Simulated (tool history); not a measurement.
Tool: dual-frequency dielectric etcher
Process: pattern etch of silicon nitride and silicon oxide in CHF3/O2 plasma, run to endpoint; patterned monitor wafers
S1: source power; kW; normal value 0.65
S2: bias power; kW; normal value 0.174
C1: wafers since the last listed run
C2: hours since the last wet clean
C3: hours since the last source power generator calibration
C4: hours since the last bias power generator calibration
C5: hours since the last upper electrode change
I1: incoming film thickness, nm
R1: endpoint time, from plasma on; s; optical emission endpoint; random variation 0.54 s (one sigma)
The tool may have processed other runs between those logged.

run,hour,S1,S2,C1,C2,C3,C4,C5,I1,R1
1,0,0.65,0.174,0,241.6,4840,2826,1858.2,266.5,183.1
2,16.6,0.65,0.174,98,258.2,4856.6,2842.6,1874.8,266.6,183
3,25.3,0.65,0.174,51,266.9,4865.3,2851.3,1883.5,267.8,183.8
4,41.8,0.65,0.174,97,283.4,4881.8,2867.8,1900,263.9,182.5
5,49,0.65,0.174,42,290.6,4889,2875,1907.2,267.4,185.1
6,57.9,0.65,0.174,52,299.5,4897.9,2883.9,1916.1,264.8,181.7
7,75.7,0.65,0.174,105,317.3,4915.7,2901.7,1933.9,266.5,184.4
8,87.1,0.65,0.174,67,328.7,4927.1,2913.1,1945.3,266,183.7
9,132.2,0.65,0.174,267,373.8,4972.2,2958.2,1990.4,267.5,186.1
10,148.8,0.65,0.174,98,390.4,4988.8,2974.8,2007,265,184.5
11,199.7,0.65,0.174,301,441.3,5039.7,3025.7,2057.9,267.1,185.7
12,206.3,0.65,0.174,39,447.9,5046.3,3032.3,2064.5,264.7,184.7
13,217.7,0.65,0.174,67,459.3,5057.7,3043.7,2075.9,263.9,183.6
# hour 246.9: wet clean of the chamber
14,247.4,0.65,0.174,33,0.5,5087.4,3073.4,2105.6,266.9,180.3
15,247.7,0.65,0.174,1,0.8,5087.7,3073.7,2105.9,266.3,179.2
16,251,0.65,0.174,19,4.1,5091,3077,2109.2,265.5,179.6
17,258.9,0.52,0.14,46,12,5098.9,3084.9,2117.1,262.9,208.1
18,269.5,0.65,0.174,62,22.6,5109.5,3095.5,2127.7,269,183.6
19,276.6,0.73,0.163,42,29.7,5116.6,3102.6,2134.8,264.7,176.4
# hour 284.9: source power generator calibrated
20,292.2,0.8,0.205,68,45.3,7.3,3118.2,2150.4,262.8,156.5
21,299.9,0.61,0.174,45,53,15,3125.9,2158.1,265.3,184.2
22,306.4,0.65,0.174,38,59.5,21.5,3132.4,2164.6,265.6,180.6
23,321.1,0.65,0.174,87,74.2,36.2,3147.1,2179.3,267.4,181.3
24,333.5,0.58,0.153,73,86.6,48.6,3159.5,2191.7,267,198.3
# hour 350.3: bias power generator calibrated
# hour 363.6: upper electrode replaced
25,364.1,0.79,0.207,78,117.2,79.2,13.8,0.5,267,159.2
26,364.5,0.53,0.207,2,117.6,79.6,14.2,0.9,265.8,182.4
27,369.6,0.65,0.155,30,122.7,84.7,19.3,6,264.5,187.2
28,376.3,0.65,0.174,39,129.4,91.4,26,12.7,264.8,181.4
29,391.6,0.57,0.174,90,144.7,106.7,41.3,28,266.8,190.2
30,407.7,0.65,0.174,95,160.8,122.8,57.4,44.1,265.5,180.7
31,425.3,0.65,0.155,104,178.4,140.4,75,61.7,263.6,188.1
32,438.3,0.79,0.189,77,191.4,153.4,88,74.7,266.5,165.2
33,444.7,0.56,0.196,37,197.8,159.8,94.4,81.1,264.3,182.7
34,462.7,0.78,0.158,106,215.8,177.8,112.4,99.1,265.4,176.1
35,471.6,0.79,0.2,52,224.7,186.7,121.3,108,266.8,161.4

Hidden state at the last listed run before each entry between runs and at the first one after, where it differs:
In the gap between runs 13 and 14: wet clean of the chamber (hour 246.9)
  etch rate over this chamber's usual, %: -2.55 -> 0.236
  measured less the result without the state, R1: +4.7 -> -0.5 s
In the gap between runs 19 and 20: source power generator calibrated (hour 284.9)
  etch rate over this chamber's usual, %: 0.0702 -> -0.0185
  measured less the result without the state, R1: -0.1 -> +0 s
In the gap between runs 24 and 25: bias power generator calibrated (hour 350.3); upper electrode replaced (hour 363.6)
  etch rate over this chamber's usual, %: -0.253 -> -0.427
  measured less the result without the state, R1: +0.5 -> +0.6 s
